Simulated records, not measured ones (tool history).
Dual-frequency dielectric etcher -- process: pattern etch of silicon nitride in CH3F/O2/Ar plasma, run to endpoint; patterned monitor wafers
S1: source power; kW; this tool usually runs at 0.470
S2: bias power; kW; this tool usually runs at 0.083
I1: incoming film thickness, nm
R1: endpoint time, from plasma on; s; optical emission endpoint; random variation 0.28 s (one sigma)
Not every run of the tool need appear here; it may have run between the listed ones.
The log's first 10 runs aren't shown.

| run | day | S1 | S2 | I1 | R1 |
|---|---|---|---|---|---|
|  | 30.588 | wet clean of the chamber |
| 11 | 30.608 | 0.470 | 0.083 | 53.7 | 65.5 |
| 12 | 32.254 | 0.380 | 0.083 | 53.8 | 69.6 |
| 13 | 35.054 | 0.380 | 0.083 | 53.1 | 68.6 |
| 14 | 37.133 | 0.380 | 0.083 | 53.7 | 69.5 |
| 15 | 41.592 | 0.440 | 0.096 | 54.4 | 63.2 |
| 16 | 44.642 | 0.440 | 0.096 | 53.8 | 62.4 |
|  | 45.692 | upper electrode replaced |
| 17 | 47.788 | 0.380 | 0.097 | 53.8 | 64.8 |
|  | 52.242 | wet clean of the chamber |
| 18 | 53.392 | 0.470 | 0.083 | 53.3 | 65.0 |
| 19 | 55.450 | 0.470 | 0.083 | 53.8 | 65.9 |
| 20 | 57.304 | 0.540 | 0.099 | 53.3 | 57.6 |
| 21 | 60.829 | 0.570 | 0.083 | 53.5 | 61.8 |
| 22 | 63.692 | 0.470 | 0.083 | 53.4 | 65.4 |
| 23 | 66.996 | 0.470 | 0.083 | 53.4 | 64.8 |
| 24 | 71.242 | 0.470 | 0.083 | 53.1 | 64.9 |
|  | 75.533 | source power generator calibrated |
|  | 77.717 | bias power generator calibrated |
|  | 78.017 | wet clean of the chamber |
| 25 | 80.417 | 0.520 | 0.070 | 53.6 | 69.2 |
| 26 | 81.979 | 0.470 | 0.083 | 53.4 | 65.1 |
| 27 | 84.562 | 0.470 | 0.076 | 53.8 | 69.0 |
| 28 | 88.092 | 0.380 | 0.099 | 53.9 | 64.3 |
| 29 | 91.708 | 0.400 | 0.083 | 53.3 | 68.6 |
| 30 | 95.404 | 0.540 | 0.083 | 53.4 | 62.5 |
| 31 | 98.021 | 0.370 | 0.092 | 54.1 | 67.5 |
| 32 | 100.375 | 0.530 | 0.101 | 53.8 | 58.1 |
|  | 103.146 | wet clean of the chamber |
| 33 | 104.221 | 0.420 | 0.103 | 53.5 | 61.2 |
| 34 | 108.554 | 0.410 | 0.066 | 53.6 | 75.7 |

Here are 5 independent what-if runs from the current tool condition. What would each one return?
| A | 108.571 | 0.560 | 0.083 | 53.5 | ? |
| B | 108.571 | 0.510 | 0.070 | 53.5 | ? |
| C | 108.571 | 0.390 | 0.092 | 53.5 | ? |
| D | 108.571 | 0.470 | 0.078 | 53.5 | ? |
| E | 108.571 | 0.530 | 0.063 | 53.5 | ? |

| run | R1 |
|---|---|
| A | 62.2 |
| B | 69.3 |
| C | 65.7 |
| D | 67.4 |
| E | 72.1 |
Without the tool's hidden state the same runs would have given:
| run | R1 |
|---|---|
| A | 62.2 |
| B | 69.3 |
| C | 65.7 |
| D | 67.4 |
| E | 72.1 |
